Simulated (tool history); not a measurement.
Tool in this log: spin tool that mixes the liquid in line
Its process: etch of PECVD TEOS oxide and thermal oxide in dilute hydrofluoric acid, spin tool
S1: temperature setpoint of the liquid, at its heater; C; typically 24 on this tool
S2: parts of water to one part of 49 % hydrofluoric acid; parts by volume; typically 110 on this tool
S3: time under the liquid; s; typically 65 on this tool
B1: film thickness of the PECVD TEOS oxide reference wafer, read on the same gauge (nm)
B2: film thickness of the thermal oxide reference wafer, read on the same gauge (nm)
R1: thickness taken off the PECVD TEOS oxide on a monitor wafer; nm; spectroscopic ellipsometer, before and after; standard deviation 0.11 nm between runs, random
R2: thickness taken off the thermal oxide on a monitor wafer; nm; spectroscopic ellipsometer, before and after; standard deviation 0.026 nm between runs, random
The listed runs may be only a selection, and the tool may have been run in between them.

run     day    S1   S2   S3      B1      B2     R1     R2
  1       0    24  125   65     120  29.993  11.13  2.135
  2   0.504    24  110   65     120  30.009  12.39  2.446
  3   1.188    24  110   65  120.02  29.993  12.68  2.415
  4   2.333    24  110   65  119.99  29.997  12.62  2.448
  5   3.254    24  110   65  119.99  29.985  12.65  2.424
  6   4.304    24  110   65     120      30  12.44  2.447
  7     4.9    24  110   65  120.01  29.974   12.7  2.406
  8   6.362    24  110   65  119.98  29.987  12.64  2.398
  9   7.242    24  110   65  120.01  30.009  12.47  2.469
 10   8.538  28.5  155   50  120.01  30.008    7.7   1.48
 11   9.508    24  155   65     120  30.001    8.6  1.626
 12  10.046    24   75   65     120  29.988  19.32  3.749
 13  13.333  19.5   90   40  119.99  30.009   8.15  1.559
 14  13.908  28.5   75  105  120.02  30.007   37.3  7.132
 15  14.867    23  110   50     120  30.008   9.29  1.756
 16  15.775  19.5  110   25     120  29.996   4.02  0.781
 17  16.729  20.5  110  100     120  30.002  16.78  3.246
 18  17.238    20  135   50  120.01  29.991   6.54  1.258
 19  18.196    24   60   65  119.98  29.984  24.48  4.692
 20  21.254  19.5  125   90     120  30.011  12.74  2.442
 21  22.288    24  110   65  120.01  30.001  12.73  2.452
 22  23.038    28  145   85     120  30.019  13.91  2.687
 23  23.892  27.5  110   75     120      30  16.75  3.235
 24  24.846    26  110   65  120.01  29.999  13.54  2.628
 25  26.312  25.5   90   75  120.01  29.989   19.4  3.702
 26  28.262    24  110   65     120  29.981  12.77  2.401

Removed from this log: 4 entries logged between the listed runs. Between which two listed runs does each belong, and how does the tool's hidden state at the listed run before it compare with that at the listed run after it?
Between runs 7 and 8: gauge calibrated (day 5.783)
  the hidden state is the same at both runs
Between runs 12 and 13: thermometer replaced (day 12.133); hydrofluoric acid flow meter replaced (day 12.317)
  the hidden state is the same at both runs
Between runs 25 and 26: gauge calibrated (day 27.988)
  the hidden state is the same at both runs
